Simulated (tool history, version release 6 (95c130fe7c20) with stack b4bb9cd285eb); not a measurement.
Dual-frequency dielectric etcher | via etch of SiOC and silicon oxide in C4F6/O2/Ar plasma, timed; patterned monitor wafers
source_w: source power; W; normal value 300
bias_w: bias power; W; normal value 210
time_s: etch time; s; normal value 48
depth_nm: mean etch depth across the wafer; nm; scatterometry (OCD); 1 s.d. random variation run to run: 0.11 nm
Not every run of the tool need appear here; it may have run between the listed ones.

run	hour	source_w	bias_w	time_s	read-back reference wafer on the same gauge, depth_nm	depth_nm
1	0	300	210	44.5	42.3	48.7
2	16.4	300	210	48	42.3	52.6
3	25.9	300	210	48	42.3	52.5
4	42.9	300	210	48	42.3	52.5
5	58.4	300	210	48	42.3	52.6
# hour 84: source power generator calibrated
6	99	300	210	48	42.3	52.5
# hour 99.9: gauge calibrated
7	114.7	300	210	48	42.3	52.8
8	132.5	300	210	48	42.3	52.6
9	143	300	210	48	42.3	52.9
10	150.1	300	210	48	42.3	52.8
11	159.9	300	210	48	42.3	52.6
# hour 186.7: wet clean of the chamber
12	187.2	300	236	48	42.3	54.4
13	193.9	300	210	48	42.3	51.7
14	205.6	300	232	48	42.3	53.9
15	214.5	300	210	48	42.3	51.9
16	225.7	340	224	35.5	42.3	41.1
# hour 251.2: upper electrode replaced, of another model than before
17	251.7	330	210	48	42.3	52.9
18	252.1	300	210	48	42.3	51.9
# hour 255.9: bias power generator calibrated
19	256.4	380	235	48	42.3	56.1
20	268.5	300	258	48	42.3	54.5
21	299.1	300	210	48	42.3	52.1
22	310.5	280	158	48	42.3	48.8
23	316.9	300	210	48	42.3	52
24	329.4	300	210	48	42.3	52.2
25	342.5	300	210	48	42.3	52.1
26	349.6	300	159	36	42.3	37
27	370.5	240	210	33.5	42.3	34.9
28	380.7	330	242	62	42.3	70.9
29	392.2	300	178	48	42.3	50.5

Forecast each of these 5 alternatives for the next run:
A	392.6	300	210	48	?	?
B	392.6	300	261	58.5	?	?
C	392.6	300	210	57.5	?	?
D	392.6	280	251	61.5	?	?
E	392.6	250	210	48	?	?

run	read-back reference wafer on the same gauge, depth_nm	depth_nm
A	42.3	52.2
B	42.3	66.8
C	42.3	62.5
D	42.3	68.6
E	42.3	50.4
Take away the tool's hidden state, keep each run's random variation, and the runs would have read:
run	depth_nm
A	51.9
B	66.4
C	62.2
D	68.3
E	50.2
